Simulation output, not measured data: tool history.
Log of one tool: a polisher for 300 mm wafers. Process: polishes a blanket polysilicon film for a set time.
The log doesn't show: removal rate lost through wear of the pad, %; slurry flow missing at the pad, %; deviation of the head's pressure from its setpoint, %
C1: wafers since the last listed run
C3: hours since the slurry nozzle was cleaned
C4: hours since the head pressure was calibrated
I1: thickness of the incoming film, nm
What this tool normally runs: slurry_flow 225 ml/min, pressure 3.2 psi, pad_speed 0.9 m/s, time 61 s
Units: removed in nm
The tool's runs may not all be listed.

{"run": 1, "hour": 0.0, "slurry_flow": 225, "pressure": 3.2, "pad_speed": 0.9, "time": 61, "C1": 0, "wafers polished on this pad": 357, "C3": 114.2, "C4": 918.3, "I1": 1623.6, "removed": 560.5}
{"hour": 15.3, "done": "worn pad replaced by a new one"}
{"run": 2, "hour": 15.6, "slurry_flow": 225, "pressure": 3.2, "pad_speed": 0.9, "time": 61, "C1": 120, "wafers polished on this pad": 2, "C3": 129.8, "C4": 933.9, "I1": 1620.9, "removed": 605.4}
{"run": 3, "hour": 33.1, "slurry_flow": 225, "pressure": 3.2, "pad_speed": 0.9, "time": 61, "C1": 181, "wafers polished on this pad": 184, "C3": 147.3, "C4": 951.4, "I1": 1636.2, "removed": 597.5}
{"run": 4, "hour": 40.1, "slurry_flow": 225, "pressure": 3.2, "pad_speed": 0.9, "time": 61, "C1": 72, "wafers polished on this pad": 256, "C3": 154.3, "C4": 958.4, "I1": 1607.5, "removed": 579.8}
{"run": 5, "hour": 56.5, "slurry_flow": 225, "pressure": 3.2, "pad_speed": 0.9, "time": 61, "C1": 170, "wafers polished on this pad": 426, "C3": 170.7, "C4": 974.8, "I1": 1598, "removed": 555.5}
{"hour": 74.5, "done": "worn pad replaced by a new one"}
{"run": 6, "hour": 75.0, "slurry_flow": 225, "pressure": 3.2, "pad_speed": 0.9, "time": 61, "C1": 150, "wafers polished on this pad": 5, "C3": 189.2, "C4": 993.3, "I1": 1588.3, "removed": 618.9}
{"run": 7, "hour": 88.2, "slurry_flow": 225, "pressure": 3.2, "pad_speed": 0.66, "time": 61, "C1": 136, "wafers polished on this pad": 142, "C3": 202.4, "C4": 1006.5, "I1": 1598.6, "removed": 452.1}
{"hour": 99.0, "done": "slurry nozzle cleaned"}
{"hour": 101.8, "done": "head pressure recalibrated"}
{"run": 8, "hour": 105.2, "slurry_flow": 225, "pressure": 3.2, "pad_speed": 1.1, "time": 61, "C1": 145, "wafers polished on this pad": 287, "C3": 6.2, "C4": 3.4, "I1": 1604.8, "removed": 681.3}
{"run": 9, "hour": 113.0, "slurry_flow": 225, "pressure": 3.2, "pad_speed": 1.1, "time": 61, "C1": 80, "wafers polished on this pad": 368, "C3": 14, "C4": 11.2, "I1": 1603.6, "removed": 679.7}
{"run": 10, "hour": 120.8, "slurry_flow": 225, "pressure": 2.6, "pad_speed": 0.9, "time": 61, "C1": 80, "wafers polished on this pad": 448, "C3": 21.8, "C4": 19, "I1": 1615.2, "removed": 453.6}
{"hour": 133.7, "done": "worn pad replaced by a new one"}
{"run": 11, "hour": 134.2, "slurry_flow": 225, "pressure": 2.6, "pad_speed": 0.9, "time": 61, "C1": 97, "wafers polished on this pad": 5, "C3": 35.2, "C4": 32.4, "I1": 1599.2, "removed": 484.6}
{"run": 12, "hour": 142.6, "slurry_flow": 225, "pressure": 3.2, "pad_speed": 0.9, "time": 54, "C1": 87, "wafers polished on this pad": 92, "C3": 43.6, "C4": 40.8, "I1": 1606.9, "removed": 527.8}
{"run": 13, "hour": 149.1, "slurry_flow": 225, "pressure": 3.2, "pad_speed": 0.9, "time": 54, "C1": 67, "wafers polished on this pad": 159, "C3": 50.1, "C4": 47.3, "I1": 1606.7, "removed": 512.1}
{"run": 14, "hour": 162.7, "slurry_flow": 160, "pressure": 3.2, "pad_speed": 0.9, "time": 70, "C1": 140, "wafers polished on this pad": 300, "C3": 63.7, "C4": 60.9, "I1": 1582.9, "removed": 637.3}
{"run": 15, "hour": 173.8, "slurry_flow": 225, "pressure": 4, "pad_speed": 1.08, "time": 81, "C1": 115, "wafers polished on this pad": 415, "C3": 74.8, "C4": 72, "I1": 1596.2, "removed": 1085.4}
{"run": 16, "hour": 180.7, "slurry_flow": 185, "pressure": 2.8, "pad_speed": 0.9, "time": 61, "C1": 71, "wafers polished on this pad": 487, "C3": 81.7, "C4": 78.9, "I1": 1613.2, "removed": 470.3}
{"hour": 185.3, "done": "worn pad replaced by a new one"}
{"run": 17, "hour": 187.3, "slurry_flow": 185, "pressure": 3.6, "pad_speed": 0.9, "time": 70, "C1": 26, "wafers polished on this pad": 20, "C3": 88.3, "C4": 85.5, "I1": 1619.7, "removed": 762.7}
{"run": 18, "hour": 201.5, "slurry_flow": 225, "pressure": 3.2, "pad_speed": 0.9, "time": 61, "C1": 147, "wafers polished on this pad": 167, "C3": 102.5, "C4": 99.7, "I1": 1634, "removed": 577.7}
{"run": 19, "hour": 207.7, "slurry_flow": 260, "pressure": 3.2, "pad_speed": 0.9, "time": 61, "C1": 64, "wafers polished on this pad": 231, "C3": 108.7, "C4": 105.9, "I1": 1600.7, "removed": 607.4}
{"run": 20, "hour": 223.0, "slurry_flow": 275, "pressure": 3.2, "pad_speed": 0.9, "time": 61, "C1": 158, "wafers polished on this pad": 390, "C3": 124, "C4": 121.2, "I1": 1597.4, "removed": 579}
{"run": 21, "hour": 236.2, "slurry_flow": 225, "pressure": 3.2, "pad_speed": 0.9, "time": 61, "C1": 136, "wafers polished on this pad": 527, "C3": 137.2, "C4": 134.4, "I1": 1620.6, "removed": 547.7}
{"hour": 245.6, "done": "worn pad replaced by a new one"}
{"run": 22, "hour": 247.2, "slurry_flow": 155, "pressure": 3.2, "pad_speed": 0.9, "time": 61, "C1": 72, "wafers polished on this pad": 16, "C3": 148.2, "C4": 145.4, "I1": 1626.9, "removed": 595.2}
{"run": 23, "hour": 255.8, "slurry_flow": 275, "pressure": 4, "pad_speed": 0.82, "time": 77, "C1": 89, "wafers polished on this pad": 105, "C3": 156.8, "C4": 154, "I1": 1602.4, "removed": 866.9}
{"run": 24, "hour": 267.1, "slurry_flow": 245, "pressure": 3.2, "pad_speed": 0.9, "time": 82, "C1": 117, "wafers polished on this pad": 222, "C3": 168.1, "C4": 165.3, "I1": 1608.9, "removed": 781}
{"run": 25, "hour": 274.7, "slurry_flow": 225, "pressure": 3.2, "pad_speed": 0.9, "time": 61, "C1": 78, "wafers polished on this pad": 301, "C3": 175.7, "C4": 172.9, "I1": 1586.2, "removed": 571.2}
{"run": 26, "hour": 288.7, "slurry_flow": 225, "pressure": 3.2, "pad_speed": 0.9, "time": 61, "C1": 145, "wafers polished on this pad": 446, "C3": 189.7, "C4": 186.9, "I1": 1577.7, "removed": 566}

For each run, the measured value with the value that run would have given without the tool's hidden condition subtracted. The run-to-run variation is shared by both, the gauge scatter possibly not:
run=1 removed=-43.6
run=2 removed=-3
run=3 removed=-21.9
run=4 removed=-29
run=5 removed=-45.7
run=6 removed=-3.2
run=7 removed=-13
run=8 removed=-41.7
run=9 removed=-52.1
run=10 removed=-42
run=11 removed=-2.9
run=12 removed=-11.1
run=13 removed=-16.8
run=14 removed=-37.4
run=15 removed=-87.6
run=16 removed=-44.7
run=17 removed=-4
run=18 removed=-17.8
run=19 removed=-25.8
run=20 removed=-41.8
run=21 removed=-54.3
run=22 removed=-4.1
run=23 removed=-19.4
run=24 removed=-33.8
run=25 removed=-33.1
run=26 removed=-48.6
